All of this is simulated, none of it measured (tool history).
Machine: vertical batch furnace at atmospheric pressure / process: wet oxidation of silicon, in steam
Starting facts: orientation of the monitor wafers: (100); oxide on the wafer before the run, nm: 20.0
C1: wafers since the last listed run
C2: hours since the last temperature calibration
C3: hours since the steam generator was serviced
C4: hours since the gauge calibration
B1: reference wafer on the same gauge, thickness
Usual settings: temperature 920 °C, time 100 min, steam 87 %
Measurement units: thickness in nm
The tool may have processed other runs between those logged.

Run 1, hour 0: usual settings; C1 0; C2 3239.9; C3 1196; C4 106.1; B1 266.97. Result: thickness 295.6 nm.
Run 2, hour 15.2: usual settings but time 82 min; C1 264; C2 3255.1; C3 1211.2; C4 121.3; B1 267.15. Result: thickness 252.75 nm.
Run 3, hour 25.1: usual settings but time 82 min; C1 172; C2 3265; C3 1221.1; C4 131.2; B1 266.9. Result: thickness 253.86 nm.
Run 4, hour 31.9: usual settings; C1 118; C2 3271.8; C3 1227.9; C4 138; B1 266.91. Result: thickness 295.82 nm.
Run 5, hour 39.2: usual settings; C1 127; C2 3279.1; C3 1235.2; C4 145.3; B1 267.06. Result: thickness 297.74 nm.
Run 6, hour 57.7: usual settings; C1 322; C2 3297.6; C3 1253.7; C4 163.8; B1 267.09. Result: thickness 297.23 nm.
Run 7, hour 68.3: usual settings but temperature 905 °C; C1 184; C2 3308.2; C3 1264.3; C4 174.4; B1 267.14. Result: thickness 253.16 nm.
Run 8, hour 86.4: usual settings; C1 315; C2 3326.3; C3 1282.4; C4 192.5; B1 267.06. Result: thickness 295.6 nm.
Run 9, hour 96.5: usual settings; C1 176; C2 3336.4; C3 1292.5; C4 202.6; B1 266.99. Result: thickness 296.13 nm.
Run 10, hour 109.6: usual settings; C1 228; C2 3349.5; C3 1305.6; C4 215.7; B1 267. Result: thickness 294.85 nm.
Run 11, hour 121.8: usual settings; C1 212; C2 3361.7; C3 1317.8; C4 227.9; B1 267.17. Result: thickness 297.73 nm.
Run 12, hour 138: usual settings; C1 282; C2 3377.9; C3 1334; C4 244.1; B1 266.86. Result: thickness 295.78 nm.
Run 13, hour 152: usual settings; C1 244; C2 3391.9; C3 1348; C4 258.1; B1 267.12. Result: thickness 295.1 nm.
Run 14, hour 161.7: usual settings but temperature 933 °C; C1 169; C2 3401.6; C3 1357.7; C4 267.8; B1 266.83. Result: thickness 332.8 nm.
Run 15, hour 179.4: usual settings but temperature 933 °C; C1 308; C2 3419.3; C3 1375.4; C4 285.5; B1 267.1. Result: thickness 335.51 nm.
Run 16, hour 191.5: usual settings; C1 210; C2 3431.4; C3 1387.5; C4 297.6; B1 267. Result: thickness 294.71 nm.
At hour 217.8: steam generator serviced.
Run 17, hour 218.3: usual settings; C1 48; C2 3458.2; C3 0.5; C4 324.4; B1 267.05. Result: thickness 286.34 nm.
At hour 245.6: thermocouples replaced and temperature profile calibrated.
Run 18, hour 246.1: usual settings but steam 77 %; C1 66; C2 0.5; C3 28.3; C4 352.2; B1 266.86. Result: thickness 261.65 nm.
At hour 252.5: gauge calibrated.
Run 19, hour 261: usual settings but temperature 900 °C, steam 84 %; C1 259; C2 15.4; C3 43.2; C4 8.5; B1 266.96. Result: thickness 224.84 nm.
Run 20, hour 275: usual settings but temperature 942 °C, time 119.5 min, steam 90 %; C1 244; C2 29.4; C3 57.2; C4 22.5; B1 266.9. Result: thickness 406.35 nm.
Run 21, hour 289.8: usual settings but temperature 895 °C, time 64.5 min, steam 76 %; C1 257; C2 44.2; C3 72; C4 37.3; B1 267.05. Result: thickness 136.97 nm.
Run 22, hour 305.4: usual settings; C1 271; C2 59.8; C3 87.6; C4 52.9; B1 266.94. Result: thickness 285.25 nm.
Run 23, hour 315.1: usual settings; C1 169; C2 69.5; C3 97.3; C4 62.6; B1 267.02. Result: thickness 285.99 nm.
Run 24, hour 327.8: usual settings but temperature 931 °C, time 75 min, steam 76 %; C1 221; C2 82.2; C3 110; C4 75.3; B1 267.04. Result: thickness 229.29 nm.
At hour 352.6: steam generator serviced, repeated, since the last time left the tool worse.
Run 25, hour 353.1: usual settings; C1 22; C2 107.5; C3 0.5; C4 100.6; B1 267.01. Result: thickness 306.98 nm.
Run 26, hour 357.7: usual settings but temperature 903 °C, steam 97 %; C1 80; C2 112.1; C3 5.1; C4 105.2; B1 266.82. Result: thickness 282.22 nm.
Run 27, hour 362.3: usual settings but temperature 933 °C; C1 80; C2 116.7; C3 9.7; C4 109.8; B1 267.03. Result: thickness 348.16 nm.
Run 28, hour 367: usual settings but temperature 927 °C; C1 81; C2 121.4; C3 14.4; C4 114.5; B1 266.88. Result: thickness 330.63 nm.
Run 29, hour 376.4: usual settings but temperature 944 °C, time 57 min, steam 76 %; C1 163; C2 130.8; C3 23.8; C4 123.9; B1 266.95. Result: thickness 226.15 nm.
Run 30, hour 393.6: usual settings but steam 84 %; C1 299; C2 148; C3 41; C4 141.1; B1 266.93. Result: thickness 300.96 nm.
Run 31, hour 409.1: usual settings but temperature 903 °C; C1 270; C2 163.5; C3 56.5; C4 156.6; B1 267.01. Result: thickness 257.3 nm.
Run 32, hour 424.7: usual settings but temperature 912 °C, steam 78 %; C1 271; C2 179.1; C3 72.1; C4 172.2; B1 266.72. Result: thickness 260.85 nm.
Run 33, hour 438.4: usual settings; C1 238; C2 192.8; C3 85.8; C4 185.9; B1 266.81. Result: thickness 305.55 nm.
Run 34, hour 449.6: usual settings but temperature 912 °C, steam 78 %; C1 195; C2 204; C3 97; C4 197.1; B1 267.09. Result: thickness 260.81 nm.
Run 35, hour 467.6: usual settings; C1 313; C2 222; C3 115; C4 215.1; B1 267.21. Result: thickness 306.56 nm.
Run 36, hour 475.2: usual settings but temperature 898 °C, time 125.5 min; C1 132; C2 229.6; C3 122.6; C4 222.7; B1 266.8. Result: thickness 288.6 nm.
Run 37, hour 484.7: usual settings but temperature 906 °C, time 121 min; C1 165; C2 239.1; C3 132.1; C4 232.2; B1 266.97. Result: thickness 307.3 nm.
Run 38, hour 496.8: usual settings but temperature 897 °C, steam 79 %; C1 210; C2 251.2; C3 144.2; C4 244.3; B1 266.98. Result: thickness 220.22 nm.

How would selected steps in thickness from run to run divide? Give the signed amount a tool lacking its hidden state would still show from settings, what came in and random variation, and the signed amount left for the hidden state, including any gauge scatter that is not in both of the compared results.
The tool's hidden condition here consists of: true tube temperature minus thermocouple reading, K; steam share off its setpoint, % of the setpoint; gauge reads high (%).
Run 19 -> 20: temperature 900 -> 942, time 100 -> 119.5, steam 84 -> 90. thickness +181.51 nm: hidden state -12.52, all else +194.03.
Run 20 -> 21: temperature 942 -> 895, time 119.5 -> 64.5, steam 90 -> 76. thickness -269.38 nm: hidden state +19.55, all else -288.93.
Run 21 -> 22: temperature 895 -> 920, time 64.5 -> 100, steam 76 -> 87. thickness +148.28 nm: hidden state -12.44, all else +160.72.
Run 24 -> 25: temperature 931 -> 920, time 75 -> 100, steam 76 -> 87, steam generator serviced, repeated, since the last time left the tool worse. thickness +77.69 nm: hidden state +19.24, all else +58.45.
